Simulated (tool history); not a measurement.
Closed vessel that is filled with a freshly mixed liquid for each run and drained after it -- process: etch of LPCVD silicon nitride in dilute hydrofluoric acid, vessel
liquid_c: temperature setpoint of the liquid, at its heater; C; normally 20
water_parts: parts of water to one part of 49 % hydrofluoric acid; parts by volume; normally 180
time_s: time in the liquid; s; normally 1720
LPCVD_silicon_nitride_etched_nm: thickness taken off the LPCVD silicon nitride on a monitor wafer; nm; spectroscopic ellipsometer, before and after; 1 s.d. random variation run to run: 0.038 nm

| run | day | liquid_c | water_parts | time_s | wafers since the last listed run | hours since the thermometer was replaced | hours since the hydrofluoric acid flow meter was replaced | hours since the gauge calibration | read-back film thickness of the LPCVD silicon nitride reference wafer, read on the same gauge (nm) | LPCVD_silicon_nitride_etched_nm |
|---|---|---|---|---|---|---|---|---|---|---|
| 1 | 0 | 20 | 180 | 1720 | 0 | 552.3 | 1099 | 381.4 | 110.025 | 4.257 |
| 2 | 1.233 | 20 | 180 | 1720 | 775 | 581.9 | 1128.6 | 411 | 110.004 | 4.267 |
| 3 | 2.392 | 20 | 180 | 1720 | 728 | 609.7 | 1156.4 | 438.8 | 110.02 | 4.232 |
| 4 | 2.929 | 20 | 180 | 1720 | 338 | 622.6 | 1169.3 | 451.7 | 109.998 | 4.195 |
| 5 | 3.988 | 20 | 180 | 1720 | 665 | 648 | 1194.7 | 477.1 | 110.001 | 4.212 |
| 6 | 5.125 | 20 | 180 | 1720 | 715 | 675.3 | 1222 | 504.4 | 109.974 | 4.204 |
| 7 | 6.142 | 20 | 130 | 1720 | 639 | 699.7 | 1246.4 | 528.8 | 109.988 | 5.735 |
| 8 | 7.329 | 20 | 180 | 1720 | 746 | 728.2 | 1274.9 | 557.3 | 110 | 4.156 |
|  | 8.05 | thermometer replaced |
| 9 | 8.796 | 17 | 135 | 1420 | 896 | 17.9 | 1310.1 | 592.5 | 109.986 | 3.802 |
| 10 | 9.633 | 20 | 180 | 2460 | 526 | 38 | 1330.2 | 612.6 | 109.994 | 6.18 |
| 11 | 10.433 | 25 | 180 | 1320 | 503 | 57.2 | 1349.4 | 631.8 | 109.982 | 4.609 |
| 12 | 11.096 | 20 | 180 | 1720 | 416 | 73.1 | 1365.3 | 647.7 | 110.026 | 4.358 |
|  | 11.6 | hydrofluoric acid flow meter replaced |
| 13 | 12.483 | 24.5 | 255 | 2430 | 846 | 106.4 | 21.2 | 681 | 110.016 | 5.695 |
| 14 | 13.629 | 21.5 | 130 | 1335 | 720 | 133.9 | 48.7 | 708.5 | 110.014 | 5.004 |
| 15 | 14.55 | 20 | 145 | 1720 | 579 | 156 | 70.8 | 730.6 | 110.001 | 5.311 |
|  | 15.388 | gauge calibrated |
| 16 | 15.646 | 22.5 | 100 | 2420 | 689 | 182.3 | 97.1 | 6.2 | 110.012 | 12.499 |
| 17 | 16.833 | 20 | 180 | 1720 | 746 | 210.8 | 125.6 | 34.7 | 109.999 | 4.255 |
| 18 | 18.204 | 20 | 180 | 1720 | 862 | 243.7 | 158.5 | 67.6 | 109.997 | 4.287 |
| 19 | 19.279 | 20 | 180 | 1720 | 676 | 269.5 | 184.3 | 93.4 | 110.005 | 4.335 |
| 20 | 19.862 | 18.5 | 135 | 1415 | 366 | 283.5 | 198.3 | 107.4 | 109.979 | 4.209 |
| 21 | 21.258 | 20 | 180 | 1720 | 877 | 317 | 231.8 | 140.9 | 109.984 | 4.352 |
| 22 | 22.425 | 20 | 130 | 895 | 733 | 345 | 259.8 | 168.9 | 110.032 | 2.985 |
| 23 | 23.821 | 17.5 | 115 | 2285 | 877 | 378.5 | 293.3 | 202.4 | 109.995 | 7.236 |
| 24 | 24.958 | 24.5 | 180 | 1080 | 715 | 405.8 | 320.6 | 229.7 | 109.98 | 3.538 |
| 25 | 26.425 | 21.5 | 180 | 1720 | 922 | 441 | 355.8 | 264.9 | 109.978 | 4.765 |
| 26 | 27.667 | 17 | 260 | 1720 | 780 | 470.8 | 385.6 | 294.7 | 109.987 | 2.412 |
| 27 | 28.771 | 17 | 115 | 2570 | 694 | 497.3 | 412.1 | 321.2 | 110.003 | 7.888 |
| 28 | 30.038 | 21.5 | 130 | 1010 | 796 | 527.7 | 442.5 | 351.6 | 109.993 | 3.794 |
| 29 | 30.717 | 23 | 135 | 1130 | 427 | 544 | 458.8 | 367.9 | 110 | 4.453 |
| 30 | 31.421 | 23 | 205 | 1000 | 442 | 560.9 | 475.7 | 384.8 | 110.021 | 2.655 |
| 31 | 32.429 | 17 | 210 | 1720 | 634 | 585.1 | 499.9 | 409 | 109.991 | 2.954 |

Predict each of these 5 candidate next runs independently; none follows another, all start after run 31:
| A | 32.475 | 20 | 180 | 2150 | 28 | 586.2 | 501 | 410.1 | ? | ? |
| B | 32.475 | 23.5 | 180 | 1720 | 28 | 586.2 | 501 | 410.1 | ? | ? |
| C | 32.475 | 17 | 250 | 1720 | 28 | 586.2 | 501 | 410.1 | ? | ? |
| D | 32.475 | 17 | 220 | 2005 | 28 | 586.2 | 501 | 410.1 | ? | ? |
| E | 32.475 | 24.5 | 180 | 1720 | 28 | 586.2 | 501 | 410.1 | ? | ? |

| run | read-back film thickness of the LPCVD silicon nitride reference wafer, read on the same gauge (nm) | LPCVD_silicon_nitride_etched_nm |
|---|---|---|
| A | 109.986 | 5.197 |
| B | 109.986 | 5.228 |
| C | 109.986 | 2.483 |
| D | 109.986 | 3.269 |
| E | 109.986 | 5.574 |
Take away the tool's hidden state, keep each run's random variation, and the runs would have read:
| run | LPCVD_silicon_nitride_etched_nm |
|---|---|
| A | 5.423 |
| B | 5.447 |
| C | 2.591 |
| D | 3.413 |
| E | 5.806 |

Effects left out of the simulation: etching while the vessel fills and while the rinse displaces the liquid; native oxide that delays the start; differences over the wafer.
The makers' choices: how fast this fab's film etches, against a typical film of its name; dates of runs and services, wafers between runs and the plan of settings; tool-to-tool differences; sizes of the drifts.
